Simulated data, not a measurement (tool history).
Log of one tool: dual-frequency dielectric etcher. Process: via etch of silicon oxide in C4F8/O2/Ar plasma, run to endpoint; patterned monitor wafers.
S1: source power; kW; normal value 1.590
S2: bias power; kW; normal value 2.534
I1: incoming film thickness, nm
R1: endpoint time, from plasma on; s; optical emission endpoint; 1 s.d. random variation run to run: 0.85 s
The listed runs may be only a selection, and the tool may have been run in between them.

run,hour,S1,S2,I1,R1
1,0.0,1.590,2.534,1208.6,300.7
2,17.8,1.820,2.534,1206.9,291.4
3,30.7,1.590,2.674,1195.8,296.6
4,39.7,1.590,2.674,1194.1,295.2
5,50.2,1.710,2.534,1215.6,300.0
# hour 63.5: source power generator calibrated
# hour 79.0: bias power generator calibrated
# hour 82.1: wet clean of the chamber
6,82.6,1.590,2.534,1198.4,280.4
7,83.0,1.590,2.534,1201.5,281.3
8,91.1,1.310,2.349,1192.1,296.4
# hour 130.6: upper electrode replaced
9,131.1,1.410,2.947,1202.8,283.3
10,131.6,1.380,2.534,1191.1,290.1
11,132.0,1.210,2.809,1202.4,294.6
12,140.1,1.290,2.932,1193.2,286.6
13,151.8,1.590,2.674,1197.4,280.5
14,168.4,1.590,2.046,1202.6,294.1

3 options for the next run, each taken on its own from the tool as it stands now. Forecast them:
A,168.9,1.590,2.534,1182.8,?
B,168.9,1.940,2.069,1182.8,?
C,168.9,1.590,1.908,1182.8,?

run,R1
A,279.1
B,275.1
C,292.1
The same runs, with their run-to-run variation unchanged, on a tool lacking any hidden condition would have given:
run,R1
A,278.9
B,274.9
C,291.9
